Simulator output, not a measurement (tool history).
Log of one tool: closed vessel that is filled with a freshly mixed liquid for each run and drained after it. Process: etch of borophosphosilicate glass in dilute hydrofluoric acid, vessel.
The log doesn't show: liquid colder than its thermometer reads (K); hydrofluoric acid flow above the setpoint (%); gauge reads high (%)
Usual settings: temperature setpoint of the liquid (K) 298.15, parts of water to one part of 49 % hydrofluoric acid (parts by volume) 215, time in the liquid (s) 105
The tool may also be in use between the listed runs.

| run | day | temperature setpoint of the liquid (K) | parts of water to one part of 49 % hydrofluoric acid (parts by volume) | time in the liquid (s) | wafers since the last listed run | hours since the thermometer was replaced | hours since the hydrofluoric acid flow meter was replaced | hours since the gauge calibration | read-back film thickness of the borophosphosilicate glass reference wafer, read on the same gauge (nm) | thickness taken off the borophosphosilicate glass on a monitor wafer (nm) |
|---|---|---|---|---|---|---|---|---|---|---|
| 1 | 0 | 294.65 | 215 | 105 | 0 | 2380.8 | 1199.8 | 295.9 | 80.03 | 17.61 |
| 2 | 0.517 | 298.15 | 215 | 105 | 1426 | 2393.2 | 1212.2 | 308.3 | 80 | 20.25 |
|  | 1.008 | thermometer replaced |
| 3 | 1.029 | 298.15 | 215 | 105 | 1300 | 0.5 | 1224.5 | 320.6 | 80.02 | 19.96 |
|  | 1.142 | hydrofluoric acid flow meter replaced |
| 4 | 1.592 | 298.15 | 215 | 105 | 1438 | 14 | 10.8 | 334.1 | 80.01 | 17.11 |
| 5 | 1.962 | 298.15 | 215 | 145 | 1024 | 22.9 | 19.7 | 343 | 79.97 | 23.35 |
| 6 | 2.221 | 298.15 | 175 | 105 | 713 | 29.1 | 25.9 | 349.2 | 80.01 | 21.9 |
| 7 | 2.629 | 298.15 | 175 | 105 | 1127 | 38.9 | 35.7 | 359 | 79.94 | 21.75 |
| 8 | 3.038 | 298.15 | 175 | 105 | 1127 | 48.7 | 45.5 | 368.8 | 80.01 | 22.07 |
| 9 | 3.638 | 296.15 | 215 | 105 | 1657 | 63.1 | 59.9 | 383.2 | 79.99 | 15.93 |
| 10 | 4.192 | 296.65 | 255 | 105 | 1530 | 76.4 | 73.2 | 396.5 | 80 | 13.03 |
| 11 | 4.912 | 298.15 | 170 | 125 | 1990 | 93.7 | 90.5 | 413.8 | 79.98 | 26.97 |
| 12 | 5.5 | 302.65 | 305 | 105 | 1622 | 107.8 | 104.6 | 427.9 | 80 | 12.61 |
|  | 5.671 | gauge calibrated |
| 13 | 6.208 | 298.15 | 105 | 70 | 1956 | 124.8 | 121.6 | 12.9 | 79.98 | 26.54 |
| 14 | 6.712 | 298.15 | 120 | 125 | 1392 | 136.9 | 133.7 | 25 | 80 | 41.2 |
| 15 | 7.412 | 298.15 | 130 | 105 | 1933 | 153.7 | 150.5 | 41.8 | 79.99 | 31.51 |
| 16 | 7.675 | 298.15 | 215 | 105 | 724 | 160 | 156.8 | 48.1 | 80 | 17.16 |
| 17 | 7.938 | 296.65 | 215 | 75 | 724 | 166.3 | 163.1 | 54.4 | 80.01 | 11.75 |
| 18 | 8.512 | 298.15 | 215 | 105 | 1587 | 180.1 | 176.9 | 68.2 | 80.02 | 17.12 |
| 19 | 9.175 | 298.15 | 215 | 105 | 1829 | 196 | 192.8 | 84.1 | 80.02 | 17.6 |
| 20 | 9.912 | 294.15 | 175 | 85 | 2036 | 213.7 | 210.5 | 101.8 | 79.97 | 15.59 |
| 21 | 10.467 | 298.15 | 215 | 140 | 1530 | 227 | 223.8 | 115.1 | 80.02 | 22.97 |
| 22 | 10.717 | 298.15 | 115 | 155 | 690 | 233 | 229.8 | 121.1 | 80.01 | 54.03 |
| 23 | 11.417 | 298.15 | 215 | 55 | 1933 | 249.8 | 246.6 | 137.9 | 80.01 | 9.14 |
| 24 | 12.038 | 299.65 | 140 | 80 | 1714 | 264.7 | 261.5 | 152.8 | 79.98 | 23.26 |
| 25 | 12.288 | 300.15 | 145 | 105 | 690 | 270.7 | 267.5 | 158.8 | 79.99 | 30.01 |
| 26 | 12.862 | 298.15 | 215 | 65 | 1587 | 284.5 | 281.3 | 172.6 | 80 | 10.77 |
| 27 | 13.475 | 298.15 | 215 | 80 | 1691 | 299.2 | 296 | 187.3 | 80.01 | 13.27 |
| 28 | 13.771 | 296.65 | 320 | 140 | 816 | 306.3 | 303.1 | 194.4 | 79.99 | 13.49 |
| 29 | 14.388 | 302.65 | 215 | 105 | 1703 | 321.1 | 317.9 | 209.2 | 80.01 | 20.5 |
| 30 | 14.65 | 298.15 | 215 | 160 | 724 | 327.4 | 324.2 | 215.5 | 79.97 | 27.1 |
| 31 | 14.908 | 294.65 | 215 | 65 | 713 | 333.6 | 330.4 | 221.7 | 80 | 9.59 |
| 32 | 15.588 | 301.15 | 215 | 140 | 1875 | 349.9 | 346.7 | 238 | 79.99 | 26.33 |

Forecast each of these 4 alternatives for the next run:
| A | 15.617 | 298.15 | 215 | 150 | 80 | 350.6 | 347.4 | 238.7 | ? | ? |
| B | 15.617 | 299.65 | 295 | 90 | 80 | 350.6 | 347.4 | 238.7 | ? | ? |
| C | 15.617 | 298.15 | 110 | 105 | 80 | 350.6 | 347.4 | 238.7 | ? | ? |
| D | 15.617 | 295.15 | 260 | 80 | 80 | 350.6 | 347.4 | 238.7 | ? | ? |

| run | read-back film thickness of the borophosphosilicate glass reference wafer, read on the same gauge (nm) | thickness taken off the borophosphosilicate glass on a monitor wafer (nm) |
|---|---|---|
| A | 80.01 | 25.24 |
| B | 80.01 | 10.72 |
| C | 80.01 | 38.83 |
| D | 80.01 | 9.54 |
Without the tool's hidden state the same runs would have given:
| run | thickness taken off the borophosphosilicate glass on a monitor wafer (nm) |
|---|---|
| A | 24.05 |
| B | 10.19 |
| C | 37.15 |
| D | 9.09 |
